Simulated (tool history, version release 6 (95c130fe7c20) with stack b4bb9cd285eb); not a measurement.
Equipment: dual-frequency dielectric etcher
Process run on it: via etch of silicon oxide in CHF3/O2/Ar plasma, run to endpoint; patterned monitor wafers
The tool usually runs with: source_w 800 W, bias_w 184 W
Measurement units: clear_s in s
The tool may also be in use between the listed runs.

| run | hour | source_w | bias_w | wafers since the last listed run | hours since the last wet clean | hours since the last source power generator calibration | hours since the last bias power generator calibration | hours since the last upper electrode change | incoming incoming film thickness, nm | clear_s |
|---|---|---|---|---|---|---|---|---|---|---|
| 1 | 0.0 | 800 | 184 | 0 | 428.3 | 1621.2 | 3319.2 | 2326.4 | 660.2 | 303.8 |
| 2 | 55.4 | 800 | 184 | 218 | 483.7 | 1676.6 | 3374.6 | 2381.8 | 660.2 | 305.2 |
| 3 | 256.5 | 800 | 184 | 794 | 684.8 | 1877.7 | 3575.7 | 2582.9 | 663.2 | 311.1 |
|  | 278.1 | source power generator calibrated |
| 4 | 405.0 | 700 | 184 | 571 | 833.3 | 126.9 | 3724.2 | 2731.4 | 665.4 | 327.5 |
|  | 444.1 | upper electrode replaced |
|  | 459.3 | wet clean of the chamber |
| 5 | 473.6 | 700 | 184 | 116 | 14.3 | 195.5 | 3792.8 | 29.5 | 662.6 | 313.9 |
| 6 | 580.1 | 700 | 184 | 420 | 120.8 | 302.0 | 3899.3 | 136.0 | 664.4 | 314.9 |
| 7 | 684.0 | 800 | 184 | 410 | 224.7 | 405.9 | 4003.2 | 239.9 | 665.4 | 297.8 |
| 8 | 737.8 | 800 | 184 | 212 | 278.5 | 459.7 | 4057.0 | 293.7 | 666.2 | 298.5 |
| 9 | 773.9 | 800 | 184 | 142 | 314.6 | 495.8 | 4093.1 | 329.8 | 662.6 | 300.3 |
| 10 | 837.0 | 800 | 184 | 249 | 377.7 | 558.9 | 4156.2 | 392.9 | 663.2 | 304.3 |
| 11 | 917.0 | 800 | 184 | 316 | 457.7 | 638.9 | 4236.2 | 472.9 | 663.2 | 303.8 |
| 12 | 1023.7 | 630 | 200 | 421 | 564.4 | 745.6 | 4342.9 | 579.6 | 657.2 | 328.8 |
| 13 | 1127.1 | 720 | 219 | 408 | 667.8 | 849.0 | 4446.3 | 683.0 | 663.3 | 298.9 |
|  | 1168.1 | wet clean of the chamber |
| 14 | 1225.5 | 950 | 197 | 294 | 57.4 | 947.4 | 4544.7 | 781.4 | 662.4 | 269.9 |
| 15 | 1283.7 | 900 | 200 | 230 | 115.6 | 1005.6 | 4602.9 | 839.6 | 662.3 | 276.4 |
| 16 | 1361.1 | 800 | 163 | 305 | 193.0 | 1083.0 | 4680.3 | 917.0 | 667.1 | 311.6 |
| 17 | 1438.3 | 800 | 159 | 305 | 270.2 | 1160.2 | 4757.5 | 994.2 | 664.9 | 314.8 |
| 18 | 1479.7 | 660 | 139 | 163 | 311.6 | 1201.6 | 4798.9 | 1035.6 | 659.3 | 353.8 |
|  | 1688.2 | bias power generator calibrated |
| 19 | 1746.8 | 920 | 199 | 1039 | 578.7 | 1468.7 | 58.6 | 1302.7 | 663.0 | 279.7 |
|  | 1900.6 | wet clean of the chamber |
| 20 | 1960.8 | 730 | 147 | 750 | 60.2 | 1682.7 | 272.6 | 1516.7 | 662.0 | 330.1 |
| 21 | 2067.5 | 960 | 168 | 421 | 166.9 | 1789.4 | 379.3 | 1623.4 | 659.6 | 287.0 |
| 22 | 2124.4 | 800 | 155 | 224 | 223.8 | 1846.3 | 436.2 | 1680.3 | 668.3 | 316.2 |
| 23 | 2174.4 | 800 | 184 | 197 | 273.8 | 1896.3 | 486.2 | 1730.3 | 668.5 | 304.3 |
|  | 2254.0 | source power generator calibrated |
| 24 | 2257.6 | 600 | 184 | 313 | 357.0 | 3.6 | 569.4 | 1813.5 | 666.5 | 337.0 |
| 25 | 2311.8 | 800 | 164 | 214 | 411.2 | 57.8 | 623.6 | 1867.7 | 660.0 | 315.6 |
| 26 | 2387.6 | 710 | 196 | 299 | 487.0 | 133.6 | 699.4 | 1943.5 | 664.9 | 312.5 |
| 27 | 2428.3 | 930 | 196 | 160 | 527.7 | 174.3 | 740.1 | 1984.2 | 665.0 | 282.1 |
| 28 | 2475.0 | 800 | 184 | 184 | 574.4 | 221.0 | 786.8 | 2030.9 | 665.6 | 309.1 |
| 29 | 2515.4 | 800 | 184 | 159 | 614.8 | 261.4 | 827.2 | 2071.3 | 655.6 | 302.4 |
| 30 | 2589.9 | 800 | 184 | 294 | 689.3 | 335.9 | 901.7 | 2145.8 | 670.4 | 318.0 |
|  | 2646.7 | upper electrode replaced |
|  | 2675.5 | wet clean of the chamber |
| 31 | 2676.0 | 800 | 184 | 150 | 0.5 | 422.0 | 987.8 | 29.3 | 665.3 | 291.6 |
| 32 | 2718.9 | 680 | 144 | 169 | 43.4 | 464.9 | 1030.7 | 72.2 | 668.6 | 341.7 |
| 33 | 2821.5 | 960 | 210 | 405 | 146.0 | 567.5 | 1133.3 | 174.8 | 663.0 | 260.6 |
| 34 | 2864.9 | 640 | 154 | 171 | 189.4 | 610.9 | 1176.7 | 218.2 | 657.8 | 341.4 |

5 ways to go on from here, each from the tool as it stands after run 34. What would each give?
| A | 2865.4 | 800 | 184 | 1 | 189.9 | 611.4 | 1177.2 | 218.7 | 662.3 | ? |
| B | 2865.4 | 850 | 184 | 1 | 189.9 | 611.4 | 1177.2 | 218.7 | 662.3 | ? |
| C | 2865.4 | 910 | 204 | 1 | 189.9 | 611.4 | 1177.2 | 218.7 | 662.3 | ? |
| D | 2865.4 | 920 | 223 | 1 | 189.9 | 611.4 | 1177.2 | 218.7 | 662.3 | ? |
| E | 2865.4 | 890 | 147 | 1 | 189.9 | 611.4 | 1177.2 | 218.7 | 662.3 | ? |

| run | clear_s |
|---|---|
| A | 295.5 |
| B | 288.8 |
| C | 271.9 |
| D | 262.7 |
| E | 305.1 |
Take away the tool's hidden state, keep each run's random variation, and the runs would have read:
| run | clear_s |
|---|---|
| A | 293.1 |
| B | 286.5 |
| C | 269.7 |
| D | 260.6 |
| E | 302.7 |
